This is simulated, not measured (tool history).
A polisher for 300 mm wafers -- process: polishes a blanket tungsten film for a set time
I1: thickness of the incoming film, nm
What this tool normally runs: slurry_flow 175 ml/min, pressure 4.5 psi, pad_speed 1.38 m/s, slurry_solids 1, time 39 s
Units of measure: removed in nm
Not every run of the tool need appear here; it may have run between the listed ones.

Run 1, hour 0: usual settings; I1 977.4. Result: removed 348.9 nm.
At hour 71.3: slurry tank refilled with fresh slurry and peroxide.
Run 2, hour 71.8: usual settings; I1 961.3. Result: removed 344.1 nm.
At hour 118.8: head pressure recalibrated.
Run 3, hour 139.8: usual settings; I1 971.6. Result: removed 340.1 nm.
At hour 204.9: slurry nozzle cleaned.
Run 4, hour 210.5: usual settings; I1 959.2. Result: removed 341.7 nm.
At hour 232.4: worn pad replaced by a new one.
Run 5, hour 243.2: usual settings but pad_speed 1.68 m/s, slurry_solids 1.2; I1 971.3. Result: removed 435.5 nm.
At hour 301.3: slurry blender recalibrated.
Run 6, hour 301.8: usual settings but pad_speed 1.02 m/s; I1 968.6. Result: removed 249.8 nm.
Run 7, hour 336: usual settings but slurry_flow 225 ml/min; I1 967.7. Result: removed 355.3 nm.
Run 8, hour 378.3: usual settings but pad_speed 0.92 m/s, time 47 s; I1 977.5. Result: removed 278.6 nm.
Run 9, hour 440.7: usual settings but slurry_flow 125 ml/min; I1 986.8. Result: removed 329.7 nm.
Run 10, hour 468.7: usual settings but pressure 5.9 psi, slurry_solids 1.15; I1 955.6. Result: removed 467.2 nm.
Run 11, hour 501.6: usual settings but slurry_flow 125 ml/min, pressure 5.6 psi, time 33 s; I1 964.5. Result: removed 351.2 nm.
At hour 548.4: slurry tank refilled with fresh slurry and peroxide.
Run 12, hour 551.5: usual settings but slurry_flow 230 ml/min, pad_speed 1.68 m/s; I1 962.4. Result: removed 432.2 nm.
Run 13, hour 614.8: usual settings but slurry_flow 225 ml/min, pad_speed 1.58 m/s; I1 980.9. Result: removed 404.2 nm.
At hour 620.4: head pressure recalibrated.
Run 14, hour 677.2: usual settings but pressure 5.1 psi, pad_speed 1.14 m/s; I1 951.2. Result: removed 324.8 nm.
Run 15, hour 726.1: usual settings; I1 978.2. Result: removed 345.7 nm.
At hour 732.3: worn pad replaced by a new one.
Run 16, hour 768.9: usual settings but pressure 3.2 psi, pad_speed 0.92 m/s, time 43 s; I1 967.5. Result: removed 177.3 nm.
Run 17, hour 807.2: usual settings but slurry_flow 190 ml/min, time 44 s; I1 975.1. Result: removed 384 nm.
At hour 831.1: slurry blender recalibrated.
Run 18, hour 868.4: usual settings but pressure 5.1 psi; I1 985.3. Result: removed 391.4 nm.
Run 19, hour 902.2: usual settings but time 53 s; I1 987.3. Result: removed 469.7 nm.
Run 20, hour 939.6: usual settings but slurry_flow 220 ml/min, pressure 5.9 psi, pad_speed 1.82 m/s, time 51 s; I1 972.6. Result: removed 797.7 nm.
At hour 962.8: slurry tank refilled with fresh slurry and peroxide.
Run 21, hour 1005.6: usual settings but slurry_flow 140 ml/min; I1 967.7. Result: removed 337.5 nm.
At hour 1051.2: slurry nozzle cleaned.
Run 22, hour 1071.9: usual settings; I1 970.6. Result: removed 342.3 nm.
Run 23, hour 1123.8: usual settings but pressure 3.1 psi, pad_speed 1.6 m/s, slurry_solids 0.8; I1 966.4. Result: removed 260.8 nm.
At hour 1133.8: worn pad replaced by a new one.
At hour 1166.1: head pressure recalibrated.
Run 24, hour 1166.6: usual settings but slurry_flow 125 ml/min, pressure 5 psi; I1 983.4. Result: removed 362.5 nm.
Run 25, hour 1222.4: usual settings but slurry_solids 1.15; I1 981.7. Result: removed 354.6 nm.
Run 26, hour 1254.3: usual settings but slurry_flow 220 ml/min; I1 971.6. Result: removed 354.4 nm.
At hour 1344.9: slurry blender recalibrated.
Run 27, hour 1349.7: usual settings; I1 984.8. Result: removed 343 nm.

The tool's hidden state at each run:
removal rate lost through wear of the pad, %: 0 at every run
slurry flow missing at the pad, %: 0 at every run
deviation of the head's pressure from its setpoint, %: 0 at every run
abrasive missing from the slurry, %: 0 at every run
peroxide lost from the slurry, %: 0 at every run
